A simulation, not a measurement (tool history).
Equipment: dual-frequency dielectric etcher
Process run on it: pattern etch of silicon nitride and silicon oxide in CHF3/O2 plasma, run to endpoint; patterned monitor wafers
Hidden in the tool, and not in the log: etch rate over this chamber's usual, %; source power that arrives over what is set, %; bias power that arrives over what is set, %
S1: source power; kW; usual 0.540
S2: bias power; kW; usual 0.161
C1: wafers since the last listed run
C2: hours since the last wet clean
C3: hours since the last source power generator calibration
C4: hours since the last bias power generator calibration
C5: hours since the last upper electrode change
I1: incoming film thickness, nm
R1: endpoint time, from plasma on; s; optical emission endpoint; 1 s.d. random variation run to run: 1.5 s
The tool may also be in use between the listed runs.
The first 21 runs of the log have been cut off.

run   hour     S1     S2   C1     C2      C3      C4     C5     I1     R1
 22  619.6  0.430  0.161  173   28.3  3597.0  3756.7  259.1  297.2  227.7
 23  632.8  0.540  0.161   82   41.5  3610.2  3769.9  272.3  292.5  213.3
     665.4  -- bias power generator calibrated
     666.8  -- source power generator calibrated
 24  667.8  0.470  0.147  184   76.5     1.0     2.4  307.3  298.0  232.1
 25  702.0  0.480  0.161  213  110.7    35.2    36.6  341.5  293.3  218.8
 26  735.7  0.590  0.132  210  144.4    68.9    70.3  375.2  294.8  225.1
 27  762.6  0.540  0.161  167  171.3    95.8    97.2  402.1  295.9  215.6
 28  779.7  0.540  0.161  106  188.4   112.9   114.3  419.2  293.2  211.9
 29  798.4  0.540  0.161  116  207.1   131.6   133.0  437.9  293.8  214.9
 30  813.9  0.610  0.148   96  222.6   147.1   148.5  453.4  295.4  211.6
 31  838.7  0.620  0.142  154  247.4   171.9   173.3  478.2  296.7  216.7
 32  870.0  0.600  0.123  195  278.7   203.2   204.6  509.5  297.3  235.0
 33  886.9  0.630  0.139  105  295.6   220.1   221.5  526.4  294.8  215.4
 34  921.2  0.640  0.191  213  329.9   254.4   255.8  560.7  295.9  188.2
 35  935.9  0.620  0.196   91  344.6   269.1   270.5  575.4  293.9  186.8
 36  957.3  0.540  0.161  133  366.0   290.5   291.9  596.8  296.8  214.2

3 ways to go on from here, each from the tool as it stands after run 36. What would each give?
  A  957.8  0.420  0.161   3  366.5  291.0  292.4  597.3  294.0   ?
  B  957.8  0.620  0.184   3  366.5  291.0  292.4  597.3  294.0   ?
  C  957.8  0.540  0.172   3  366.5  291.0  292.4  597.3  294.0   ?

run     R1
  A  227.4
  B  190.4
  C  204.8
Without the tool's hidden state the same runs would have given:
run     R1
  A  227.4
  B  190.4
  C  204.8
